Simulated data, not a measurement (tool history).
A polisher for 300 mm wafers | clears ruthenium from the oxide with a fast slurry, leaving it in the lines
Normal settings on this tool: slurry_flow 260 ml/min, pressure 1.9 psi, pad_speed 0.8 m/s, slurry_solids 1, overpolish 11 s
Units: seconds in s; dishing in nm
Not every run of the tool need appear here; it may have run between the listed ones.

run	hour	slurry_flow	pressure	pad_speed	slurry_solids	overpolish	wafers since the last listed run	wafers polished on this pad	hours since the slurry nozzle was cleaned	hours since the head pressure was calibrated	hours since the slurry blender was calibrated	incoming thickness of the incoming film, nm	seconds	dishing
1	0	320	1.9	0.8	1	11	0	1061	216	127.7	60.1	239.5	83.7	24.4
2	103.4	260	1.9	0.8	1	11	876	1938	319.4	231.1	163.5	242.9	85.9	24.5
3	174.1	260	1.7	0.8	1	11	599	2538	390.1	301.8	234.2	238.6	92.1	22.5
4	214.8	260	1.7	0.8	1	11	345	2883	430.8	342.5	274.9	242.6	93.2	22.6
# hour 257.7: slurry nozzle cleaned
5	284.3	260	1.7	0.8	1	11	580	3464	26.6	412	344.4	240	91.6	22.4
# hour 298: worn pad replaced by a new one
6	327.6	260	1.9	0.8	1	11	333	251	69.9	455.3	387.7	238.2	82.6	24.9
# hour 376.9: slurry blender recalibrated
7	393.9	260	1.9	0.8	1	11	545	796	136.2	521.6	17	241.8	81.8	25.2
8	450.3	260	1.5	0.8	1	11	478	1274	192.6	578	73.4	238.1	101.2	20.7
9	479.7	260	1.5	0.8	1	11	249	1524	222	607.4	102.8	238	96.8	20.6
10	539.1	260	2.1	0.8	1	11	503	2028	281.4	666.8	162.2	241.7	74.9	27.5
11	570	260	1.4	0.8	1	11	262	2290	312.3	697.7	193.1	242.9	108	19.9
12	635.1	310	1.9	0.8	1.25	4	552	2842	377.4	762.8	258.2	242.4	75.7	10.4
# hour 642.8: head pressure recalibrated
13	704	260	1.9	0.8	1	11	567	3409	446.3	61.2	327.1	240.2	85.5	23.2
# hour 725.1: worn pad replaced by a new one
# hour 729.1: slurry nozzle cleaned
# hour 762.4: slurry blender recalibrated
14	766.1	320	1.9	0.8	1	11	467	322	37	123.3	3.7	244.7	90.3	24.3
15	795	260	1.7	1.08	0.8	14	245	567	65.9	152.2	32.6	239.2	79.3	33.4
16	847.7	260	1.9	0.8	1	11	446	1014	118.6	204.9	85.3	234.8	83.9	24.3
17	875.4	305	1.9	0.8	0.75	9	234	1249	146.3	232.6	113	238.7	98	17.8
18	918.7	350	1.9	0.8	1	13	367	1616	189.6	275.9	156.3	236.3	82.9	29.8
19	972.1	210	1.9	0.64	0.7	14	452	2069	243	329.3	209.7	242.4	132.4	20.7
20	1040.6	260	2.3	0.8	1	7	580	2650	311.5	397.8	278.2	240.7	71.5	18.7
# hour 1062: worn pad replaced by a new one
21	1075.4	260	1.9	0.8	1	5	261	114	346.3	432.6	313	236.6	82.9	11.4
22	1146.9	260	1.9	1.04	1	11	606	720	417.8	504.1	384.5	239.5	65.7	32.3
# hour 1167.6: slurry blender recalibrated
23	1207.9	260	1.9	0.8	1	11	500	1220	478.8	565.1	40.3	241.4	81.3	25.3
# hour 1225.9: slurry nozzle cleaned
24	1271	260	1.9	0.8	1	11	526	1747	45.1	628.2	103.4	240.4	83.5	25
25	1332.8	320	1.9	0.8	1	11	524	2271	106.9	690	165.2	237.6	77.3	25.9
26	1397.1	260	2.1	0.8	1	15	545	2816	171.2	754.3	229.5	240.5	73.4	36.8
# hour 1422: head pressure recalibrated
# hour 1442.6: worn pad replaced by a new one
27	1443.1	260	1.9	0.8	0.7	11	339	4	217.2	21.1	275.5	240	109.1	19
28	1508	260	2.3	0.8	1	7	550	554	282.1	86	340.4	240	76.9	17.8
29	1537	215	1.9	0.8	1	11	245	800	311.1	115	369.4	240.7	91.5	23.3

How would selected steps in seconds from run to run divide? Give the signed amount a tool lacking its hidden state would still show from settings, what came in and random variation, and the signed amount left for the hidden state, including any gauge scatter that is not in both of the compared results.
Unlogged tool condition in this case: removal rate lost through wear of the pad, %; slurry flow missing at the pad, %; deviation of the head's pressure from its setpoint, %; abrasive missing from the slurry, %.
Run 12 -> 13: slurry_flow 310 -> 260, slurry_solids 1.25 -> 1, overpolish 4 -> 11, head pressure recalibrated. seconds +9.8 s: hidden state +5.7, all else +4.1.
Run 18 -> 19: slurry_flow 350 -> 210, pad_speed 0.8 -> 0.64, slurry_solids 1 -> 0.7, overpolish 13 -> 14. seconds +49.5 s: hidden state -4.5, all else +54.
Run 19 -> 20: slurry_flow 210 -> 260, pressure 1.9 -> 2.3, pad_speed 0.64 -> 0.8, slurry_solids 0.7 -> 1, overpolish 14 -> 7. seconds -60.9 s: hidden state +4.4, all else -65.3.
Run 26 -> 27: pressure 2.1 -> 1.9, slurry_solids 1 -> 0.7, overpolish 15 -> 11, head pressure recalibrated, worn pad replaced by a new one. seconds +35.7 s: hidden state +7.4, all else +28.3.
